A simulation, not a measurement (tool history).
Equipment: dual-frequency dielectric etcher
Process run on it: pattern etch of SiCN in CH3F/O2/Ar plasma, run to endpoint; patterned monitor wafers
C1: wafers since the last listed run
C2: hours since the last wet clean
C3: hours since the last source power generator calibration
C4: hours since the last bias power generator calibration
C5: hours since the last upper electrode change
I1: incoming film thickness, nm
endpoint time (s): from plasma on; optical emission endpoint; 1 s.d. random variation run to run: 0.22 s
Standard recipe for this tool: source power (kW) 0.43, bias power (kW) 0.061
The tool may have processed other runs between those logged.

Run 1, hour 0: usual settings; C1 0; C2 349.5; C3 2254.6; C4 4512.6; C5 2300.5; I1 11.36. Result: endpoint time (s) 29.
Run 2, hour 8.7: usual settings but bias power (kW) 0.065; C1 138; C2 358.2; C3 2263.3; C4 4521.3; C5 2309.2; I1 11.24. Result: endpoint time (s) 28.1.
Run 3, hour 15.6: usual settings; C1 109; C2 365.1; C3 2270.2; C4 4528.2; C5 2316.1; I1 11.42. Result: endpoint time (s) 29.2.
Run 4, hour 33.4: usual settings; C1 283; C2 382.9; C3 2288; C4 4546; C5 2333.9; I1 11.31. Result: endpoint time (s) 29.
Run 5, hour 42.8: usual settings; C1 149; C2 392.3; C3 2297.4; C4 4555.4; C5 2343.3; I1 11.35. Result: endpoint time (s) 28.9.
Run 6, hour 49.5: usual settings; C1 106; C2 399; C3 2304.1; C4 4562.1; C5 2350; I1 11.28. Result: endpoint time (s) 28.9.
At hour 58: bias power generator calibrated.
Run 7, hour 63: usual settings; C1 151; C2 412.5; C3 2317.6; C4 5; C5 2363.5; I1 11.28. Result: endpoint time (s) 28.9.
Run 8, hour 75.6: usual settings; C1 200; C2 425.1; C3 2330.2; C4 17.6; C5 2376.1; I1 11.33. Result: endpoint time (s) 29.
Run 9, hour 93: usual settings but bias power (kW) 0.053; C1 276; C2 442.5; C3 2347.6; C4 35; C5 2393.5; I1 11.27. Result: endpoint time (s) 30.3.
Run 10, hour 108.2: usual settings but bias power (kW) 0.053; C1 241; C2 457.7; C3 2362.8; C4 50.2; C5 2408.7; I1 11.29. Result: endpoint time (s) 30.2.
Run 11, hour 133: usual settings but source power (kW) 0.49, bias power (kW) 0.069; C1 394; C2 482.5; C3 2387.6; C4 75; C5 2433.5; I1 11.25. Result: endpoint time (s) 27.4.
Run 12, hour 141.4: usual settings but source power (kW) 0.49, bias power (kW) 0.069; C1 133; C2 490.9; C3 2396; C4 83.4; C5 2441.9; I1 11.26. Result: endpoint time (s) 26.9.
Run 13, hour 147.6: usual settings; C1 98; C2 497.1; C3 2402.2; C4 89.6; C5 2448.1; I1 11.24. Result: endpoint time (s) 28.8.
Run 14, hour 182.2: usual settings; C1 550; C2 531.7; C3 2436.8; C4 124.2; C5 2482.7; I1 11.27. Result: endpoint time (s) 28.8.
Run 15, hour 200.1: usual settings but source power (kW) 0.47, bias power (kW) 0.057; C1 284; C2 549.6; C3 2454.7; C4 142.1; C5 2500.6; I1 11.24. Result: endpoint time (s) 28.8.
Run 16, hour 214.1: usual settings but bias power (kW) 0.057; C1 222; C2 563.6; C3 2468.7; C4 156.1; C5 2514.6; I1 11.31. Result: endpoint time (s) 30.1.
Run 17, hour 224: usual settings but source power (kW) 0.51, bias power (kW) 0.052; C1 157; C2 573.5; C3 2478.6; C4 166; C5 2524.5; I1 11.29. Result: endpoint time (s) 29.6.
Run 18, hour 231.5: usual settings but bias power (kW) 0.072; C1 119; C2 581; C3 2486.1; C4 173.5; C5 2532; I1 11.37. Result: endpoint time (s) 27.8.
At hour 256.8: source power generator calibrated.
At hour 266.5: wet clean of the chamber.
Run 19, hour 267: usual settings but source power (kW) 0.53, bias power (kW) 0.065; C1 346; C2 0.5; C3 10.2; C4 209; C5 2567.5; I1 11.39. Result: endpoint time (s) 27.5.
Run 20, hour 267.3: usual settings but bias power (kW) 0.05; C1 4; C2 0.8; C3 10.5; C4 209.3; C5 2567.8; I1 11.38. Result: endpoint time (s) 31.3.
Run 21, hour 270.2: usual settings; C1 46; C2 3.7; C3 13.4; C4 212.2; C5 2570.7; I1 11.29. Result: endpoint time (s) 29.2.
At hour 302.3: upper electrode replaced.
Run 22, hour 302.8: usual settings but bias power (kW) 0.066; C1 136; C2 36.3; C3 46; C4 244.8; C5 0.5; I1 11.35. Result: endpoint time (s) 28.2.
Run 23, hour 303.1: usual settings; C1 4; C2 36.6; C3 46.3; C4 245.1; C5 0.8; I1 11.25. Result: endpoint time (s) 28.9.
Run 24, hour 313.5: usual settings but bias power (kW) 0.049; C1 165; C2 47; C3 56.7; C4 255.5; C5 11.2; I1 11.27. Result: endpoint time (s) 31.1.
Run 25, hour 320.7: usual settings but source power (kW) 0.47, bias power (kW) 0.069; C1 114; C2 54.2; C3 63.9; C4 262.7; C5 18.4; I1 11.36. Result: endpoint time (s) 27.3.
Run 26, hour 333.1: usual settings but source power (kW) 0.47, bias power (kW) 0.049; C1 197; C2 66.6; C3 76.3; C4 275.1; C5 30.8; I1 11.31. Result: endpoint time (s) 30.1.
Run 27, hour 341.7: usual settings but source power (kW) 0.35, bias power (kW) 0.075; C1 136; C2 75.2; C3 84.9; C4 283.7; C5 39.4; I1 11.3. Result: endpoint time (s) 27.6.
Run 28, hour 356.2: usual settings but source power (kW) 0.48, bias power (kW) 0.075; C1 230; C2 89.7; C3 99.4; C4 298.2; C5 53.9; I1 11.31. Result: endpoint time (s) 26.2.
Run 29, hour 374.1: usual settings but source power (kW) 0.36, bias power (kW) 0.073; C1 284; C2 107.6; C3 117.3; C4 316.1; C5 71.8; I1 11.36. Result: endpoint time (s) 28.1.
Run 30, hour 383.5: usual settings but source power (kW) 0.54; C1 149; C2 117; C3 126.7; C4 325.5; C5 81.2; I1 11.29. Result: endpoint time (s) 27.6.

Run 31 comes next. What will it give?
Run 31, hour 394: usual settings but source power (kW) 0.49, bias power (kW) 0.073; C1 167; C2 127.5; C3 137.2; C4 336; C5 91.7; I1 11.29. Result: endpoint time (s) ?.

{"run 31": {"endpoint time (s)": 26.4}}
Were there no unlogged condition in the tool, this run, its random variation unchanged, would have produced endpoint time (s) 26.4.

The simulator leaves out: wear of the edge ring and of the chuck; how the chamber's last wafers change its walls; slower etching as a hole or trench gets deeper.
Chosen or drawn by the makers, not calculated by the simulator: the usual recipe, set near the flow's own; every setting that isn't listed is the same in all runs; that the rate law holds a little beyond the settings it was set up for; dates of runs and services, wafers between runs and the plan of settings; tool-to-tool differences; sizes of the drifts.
